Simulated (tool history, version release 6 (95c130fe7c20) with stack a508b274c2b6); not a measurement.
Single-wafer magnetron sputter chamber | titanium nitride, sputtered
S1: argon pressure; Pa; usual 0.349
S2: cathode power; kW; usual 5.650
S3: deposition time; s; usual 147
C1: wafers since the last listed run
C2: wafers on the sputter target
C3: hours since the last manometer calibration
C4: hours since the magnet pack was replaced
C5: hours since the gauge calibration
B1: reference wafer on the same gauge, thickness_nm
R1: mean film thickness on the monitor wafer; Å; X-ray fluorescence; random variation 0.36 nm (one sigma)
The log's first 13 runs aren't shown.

{"run": 14, "day": 12.696, "S1": 0.288, "S2": 4.9, "S3": 147, "C1": 157, "C2": 1381, "C3": 1928.8, "C4": 7699.4, "C5": 306.0, "B1": 157.368, "R1": 1292.17}
{"run": 15, "day": 13.362, "S1": 0.349, "S2": 5.65, "S3": 147, "C1": 94, "C2": 1476, "C3": 1944.8, "C4": 7715.4, "C5": 322.0, "B1": 157.472, "R1": 1452.65}
{"run": 16, "day": 14.146, "S1": 0.275, "S2": 5.65, "S3": 147, "C1": 111, "C2": 1587, "C3": 1963.6, "C4": 7734.2, "C5": 340.8, "B1": 157.111, "R1": 1495.64}
{"day": 17.012, "done": "magnet pack replaced"}
{"run": 17, "day": 17.033, "S1": 0.259, "S2": 5.0, "S3": 160, "C1": 362, "C2": 1949, "C3": 2032.9, "C4": 0.5, "C5": 410.1, "B1": 157.146, "R1": 1448.41}
{"run": 18, "day": 17.208, "S1": 0.349, "S2": 5.65, "S3": 147, "C1": 24, "C2": 1974, "C3": 2037.1, "C4": 4.7, "C5": 414.3, "B1": 157.08, "R1": 1448.83}
{"run": 19, "day": 18.05, "S1": 0.349, "S2": 4.8, "S3": 131, "C1": 119, "C2": 2093, "C3": 2057.3, "C4": 24.9, "C5": 434.5, "B1": 156.943, "R1": 1102.65}
{"run": 20, "day": 18.888, "S1": 0.349, "S2": 4.45, "S3": 147, "C1": 118, "C2": 2212, "C3": 2077.4, "C4": 45.0, "C5": 454.6, "B1": 157.132, "R1": 1150.82}
{"run": 21, "day": 20.221, "S1": 0.449, "S2": 4.7, "S3": 124, "C1": 189, "C2": 2401, "C3": 2109.4, "C4": 77.0, "C5": 486.6, "B1": 157.137, "R1": 987.21}
{"day": 20.912, "done": "gauge calibrated"}
{"run": 22, "day": 21.079, "S1": 0.386, "S2": 5.65, "S3": 147, "C1": 121, "C2": 2523, "C3": 2130.0, "C4": 97.6, "C5": 4.0, "B1": 159.92, "R1": 1455.39}
{"run": 23, "day": 21.717, "S1": 0.349, "S2": 5.65, "S3": 147, "C1": 90, "C2": 2613, "C3": 2145.3, "C4": 112.9, "C5": 19.3, "B1": 159.519, "R1": 1478.53}
{"day": 22.496, "done": "capacitance manometer re-zeroed and calibrated"}
{"run": 24, "day": 22.962, "S1": 0.349, "S2": 4.45, "S3": 147, "C1": 129, "C2": 2742, "C3": 11.2, "C4": 142.8, "C5": 49.2, "B1": 159.133, "R1": 1165.76}
{"day": 23.921, "done": "sputter target and shields replaced"}
{"run": 25, "day": 24.125, "S1": 0.403, "S2": 4.35, "S3": 134, "C1": 117, "C2": 28, "C3": 39.1, "C4": 170.7, "C5": 77.1, "B1": 158.711, "R1": 1012.05}
{"run": 26, "day": 24.708, "S1": 0.438, "S2": 5.65, "S3": 136, "C1": 82, "C2": 111, "C3": 53.1, "C4": 184.7, "C5": 91.1, "B1": 158.414, "R1": 1314.6}
{"run": 27, "day": 26.125, "S1": 0.296, "S2": 4.4, "S3": 121, "C1": 200, "C2": 312, "C3": 87.1, "C4": 218.7, "C5": 125.1, "B1": 158.231, "R1": 959.4}
{"run": 28, "day": 27.517, "S1": 0.349, "S2": 4.35, "S3": 147, "C1": 197, "C2": 509, "C3": 120.5, "C4": 252.1, "C5": 158.5, "B1": 157.553, "R1": 1124.4}
{"run": 29, "day": 28.808, "S1": 0.349, "S2": 5.15, "S3": 147, "C1": 183, "C2": 692, "C3": 151.5, "C4": 283.1, "C5": 189.5, "B1": 157.537, "R1": 1328.43}
{"run": 30, "day": 29.75, "S1": 0.21, "S2": 5.65, "S3": 127, "C1": 133, "C2": 826, "C3": 174.1, "C4": 305.7, "C5": 212.1, "B1": 157.465, "R1": 1321.84}
{"run": 31, "day": 30.95, "S1": 0.419, "S2": 5.65, "S3": 137, "C1": 170, "C2": 996, "C3": 202.9, "C4": 334.5, "C5": 240.9, "B1": 157.336, "R1": 1318.81}
{"run": 32, "day": 33.571, "S1": 0.349, "S2": 5.65, "S3": 147, "C1": 371, "C2": 1368, "C3": 265.8, "C4": 397.4, "C5": 303.8, "B1": 156.859, "R1": 1454.46}
{"run": 33, "day": 34.879, "S1": 0.455, "S2": 6.45, "S3": 135, "C1": 185, "C2": 1553, "C3": 297.2, "C4": 428.8, "C5": 335.2, "B1": 156.899, "R1": 1461.04}

Forecast run 34:
{"run": 34, "day": 36.317, "S1": 0.268, "S2": 4.9, "S3": 176, "C1": 203, "C2": 1757, "C3": 331.7, "C4": 463.3, "C5": 369.7, "B1": "?", "R1": "?"}

B1: 156.711
R1: 1545.01 Å
Without the tool's hidden state the same run would have given R1 1575.49 Å.

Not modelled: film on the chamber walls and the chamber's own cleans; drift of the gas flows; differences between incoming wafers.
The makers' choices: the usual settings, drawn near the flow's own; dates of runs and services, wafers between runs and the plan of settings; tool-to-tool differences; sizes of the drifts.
